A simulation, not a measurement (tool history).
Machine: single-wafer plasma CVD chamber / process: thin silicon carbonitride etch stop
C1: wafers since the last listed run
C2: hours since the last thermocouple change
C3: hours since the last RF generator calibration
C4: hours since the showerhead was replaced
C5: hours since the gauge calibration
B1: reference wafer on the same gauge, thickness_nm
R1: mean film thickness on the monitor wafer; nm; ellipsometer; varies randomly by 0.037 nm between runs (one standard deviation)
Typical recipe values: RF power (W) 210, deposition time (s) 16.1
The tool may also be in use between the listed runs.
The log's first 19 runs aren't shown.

run 20 hour=490.2 | RF_power_(W)=230 deposition_time_(s)=18.9 | C1=686 C2=2101.9 C3=83.6 C4=7116.4 C5=1030.9 | B1=10.511 | R1=12.612
run 21 hour=515.7 | RF_power_(W)=190 deposition_time_(s)=17.0 | C1=1215 C2=2127.4 C3=109.1 C4=7141.9 C5=1056.4 | B1=10.519 | R1=10.607
run 22 hour=543.8 | RF_power_(W)=210 deposition_time_(s)=14.4 | C1=1339 C2=2155.5 C3=137.2 C4=7170.0 C5=1084.5 | B1=10.523 | R1=9.305
-- hour=558.0 thermocouple changed; heater temperature recalibrated
run 23 hour=578.5 | RF_power_(W)=210 deposition_time_(s)=14.8 | C1=1272 C2=20.5 C3=171.9 C4=7204.7 C5=1119.2 | B1=10.504 | R1=9.560
-- hour=599.0 showerhead replaced
run 24 hour=599.5 | RF_power_(W)=190 deposition_time_(s)=19.2 | C1=619 C2=41.5 C3=192.9 C4=0.5 C5=1140.2 | B1=10.490 | R1=11.900
run 25 hour=626.6 | RF_power_(W)=210 deposition_time_(s)=16.1 | C1=1291 C2=68.6 C3=220.0 C4=27.6 C5=1167.3 | B1=10.498 | R1=10.390
run 26 hour=652.0 | RF_power_(W)=210 deposition_time_(s)=13.9 | C1=1210 C2=94.0 C3=245.4 C4=53.0 C5=1192.7 | B1=10.496 | R1=8.983
run 27 hour=679.2 | RF_power_(W)=195 deposition_time_(s)=18.3 | C1=1296 C2=121.2 C3=272.6 C4=80.2 C5=1219.9 | B1=10.509 | R1=11.473
run 28 hour=711.4 | RF_power_(W)=210 deposition_time_(s)=16.1 | C1=1534 C2=153.4 C3=304.8 C4=112.4 C5=1252.1 | B1=10.509 | R1=10.408
-- hour=718.1 gauge calibrated
run 29 hour=746.6 | RF_power_(W)=190 deposition_time_(s)=13.7 | C1=1677 C2=188.6 C3=340.0 C4=147.6 C5=28.5 | B1=10.483 | R1=8.507
run 30 hour=761.1 | RF_power_(W)=230 deposition_time_(s)=16.1 | C1=691 C2=203.1 C3=354.5 C4=162.1 C5=43.0 | B1=10.508 | R1=10.801
run 31 hour=783.9 | RF_power_(W)=210 deposition_time_(s)=13.4 | C1=1086 C2=225.9 C3=377.3 C4=184.9 C5=65.8 | B1=10.502 | R1=8.635
run 32 hour=806.1 | RF_power_(W)=210 deposition_time_(s)=13.1 | C1=1058 C2=248.1 C3=399.5 C4=207.1 C5=88.0 | B1=10.507 | R1=8.536
run 33 hour=841.6 | RF_power_(W)=200 deposition_time_(s)=13.2 | C1=1691 C2=283.6 C3=435.0 C4=242.6 C5=123.5 | B1=10.485 | R1=8.350
run 34 hour=875.6 | RF_power_(W)=180 deposition_time_(s)=16.1 | C1=1620 C2=317.6 C3=469.0 C4=276.6 C5=157.5 | B1=10.490 | R1=9.827
run 35 hour=908.2 | RF_power_(W)=225 deposition_time_(s)=19.0 | C1=1553 C2=350.2 C3=501.6 C4=309.2 C5=190.1 | B1=10.503 | R1=12.572
run 36 hour=942.9 | RF_power_(W)=195 deposition_time_(s)=16.1 | C1=1653 C2=384.9 C3=536.3 C4=343.9 C5=224.8 | B1=10.494 | R1=10.070
run 37 hour=969.8 | RF_power_(W)=185 deposition_time_(s)=13.3 | C1=1282 C2=411.8 C3=563.2 C4=370.8 C5=251.7 | B1=10.496 | R1=8.124

What if the next run were any one of these 3? Each begins from the tool's condition after run 37:
run A hour=970.2 | RF_power_(W)=210 deposition_time_(s)=13.6 | C1=19 C2=412.2 C3=563.6 C4=371.2 C5=252.1 | B1=? | R1=?
run B hour=970.2 | RF_power_(W)=235 deposition_time_(s)=17.3 | C1=19 C2=412.2 C3=563.6 C4=371.2 C5=252.1 | B1=? | R1=?
run C hour=970.2 | RF_power_(W)=210 deposition_time_(s)=18.3 | C1=19 C2=412.2 C3=563.6 C4=371.2 C5=252.1 | B1=? | R1=?

run=A B1=10.494 R1=8.775
run=B B1=10.494 R1=11.649
run=C B1=10.494 R1=11.808
The same runs, with their run-to-run variation unchanged, on a tool lacking any hidden condition would have given:
run=A R1=8.775
run=B R1=11.649
run=C R1=11.808
